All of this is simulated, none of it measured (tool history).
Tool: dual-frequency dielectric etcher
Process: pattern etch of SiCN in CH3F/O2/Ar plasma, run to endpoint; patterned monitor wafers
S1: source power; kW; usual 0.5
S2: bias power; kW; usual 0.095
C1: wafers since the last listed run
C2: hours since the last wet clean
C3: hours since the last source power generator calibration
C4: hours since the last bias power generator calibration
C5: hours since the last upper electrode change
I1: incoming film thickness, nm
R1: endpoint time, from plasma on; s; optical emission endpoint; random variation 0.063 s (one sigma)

run	hour	S1	S2	C1	C2	C3	C4	C5	I1	R1
1	0	0.5	0.112	0	340.4	550	2987.9	5744.9	8.91	17.5
2	30.4	0.5	0.095	486	370.8	580.4	3018.3	5775.3	8.9	18.5
3	91.8	0.5	0.095	982	432.2	641.8	3079.7	5836.7	8.85	18.5
4	116	0.47	0.095	387	456.4	666	3103.9	5860.9	8.87	19
# hour 140.1: wet clean of the chamber
5	151.7	0.47	0.095	187	11.6	701.7	3139.6	5896.6	8.92	18.9
# hour 214.1: bias power generator calibrated
6	220.4	0.47	0.095	1035	80.3	770.4	6.3	5965.3	8.72	18.6
7	288.3	0.5	0.111	1086	148.2	838.3	74.2	6033.2	8.89	17.3
8	314.7	0.5	0.095	422	174.6	864.7	100.6	6059.6	9	18.8
9	381	0.5	0.095	1061	240.9	931	166.9	6125.9	8.99	18.7
10	429	0.5	0.095	768	288.9	979	214.9	6173.9	8.9	18.6
11	484	0.5	0.095	880	343.9	1034	269.9	6228.9	8.78	18.3
# hour 520.5: wet clean of the chamber
12	546	0.57	0.095	608	25.5	1096	331.9	6290.9	9	18
# hour 601.5: upper electrode replaced
13	602	0.57	0.095	512	81.5	1152	387.9	0.5	9.02	18
14	641.9	0.38	0.074	638	121.4	1191.9	427.8	40.4	8.84	22
15	682.3	0.54	0.104	646	161.8	1232.3	468.2	80.8	8.9	17.4
16	765.5	0.5	0.095	1331	245	1315.5	551.4	164	8.87	18.4
17	792.1	0.44	0.083	425	271.6	1342.1	578	190.6	8.89	20.2
18	832.2	0.6	0.081	641	311.7	1382.2	618.1	230.7	8.88	18.5
19	882.8	0.5	0.095	810	362.3	1432.8	668.7	281.3	8.96	18.6
20	916.7	0.41	0.072	542	396.2	1466.7	702.6	315.2	8.85	21.8
# hour 950.6: wet clean of the chamber
21	986.8	0.56	0.085	737	36.2	1536.8	772.7	385.3	8.94	18.7
22	1049.1	0.5	0.116	997	98.5	1599.1	835	447.6	8.9	17.1
23	1097.9	0.5	0.095	781	147.3	1647.9	883.8	496.4	8.82	18.3
24	1124.8	0.61	0.115	430	174.2	1674.8	910.7	523.3	8.82	16
# hour 1135.1: source power generator calibrated
25	1152.2	0.46	0.072	374	201.6	17.1	938.1	550.7	8.88	21.2
26	1223.4	0.53	0.108	1139	272.8	88.3	1009.3	621.9	9.02	17.6
27	1269.1	0.47	0.095	731	318.5	134	1055	667.6	8.87	18.9
28	1303.7	0.5	0.095	553	353.1	168.6	1089.6	702.2	8.78	18.3
29	1363.7	0.54	0.104	960	413.1	228.6	1149.6	762.2	8.95	17.5
30	1401	0.5	0.118	597	450.4	265.9	1186.9	799.5	8.91	17
# hour 1426: wet clean of the chamber
31	1448.9	0.58	0.08	382	22.9	313.8	1234.8	847.4	8.97	19.2
32	1499.8	0.46	0.083	814	73.8	364.7	1285.7	898.3	8.84	19.9
33	1528.4	0.5	0.095	457	102.4	393.3	1314.3	926.9	8.89	18.4
34	1594.5	0.5	0.095	1058	168.5	459.4	1380.4	993	8.85	18.5
35	1638.8	0.5	0.095	709	212.8	503.7	1424.7	1037.3	8.92	18.6
36	1699.2	0.58	0.088	966	273.2	564.1	1485.1	1097.7	8.93	18.2

Forecast each of these 3 alternatives for the next run:
A	1699.6	0.5	0.114	6	273.6	564.5	1485.5	1098.1	8.87	?
B	1699.6	0.44	0.118	6	273.6	564.5	1485.5	1098.1	8.87	?
C	1699.6	0.43	0.095	6	273.6	564.5	1485.5	1098.1	8.87	?

run	R1
A	17.2
B	17.6
C	19.4
Without the tool's hidden state the same runs would have given:
run	R1
A	17.5
B	17.9
C	19.6

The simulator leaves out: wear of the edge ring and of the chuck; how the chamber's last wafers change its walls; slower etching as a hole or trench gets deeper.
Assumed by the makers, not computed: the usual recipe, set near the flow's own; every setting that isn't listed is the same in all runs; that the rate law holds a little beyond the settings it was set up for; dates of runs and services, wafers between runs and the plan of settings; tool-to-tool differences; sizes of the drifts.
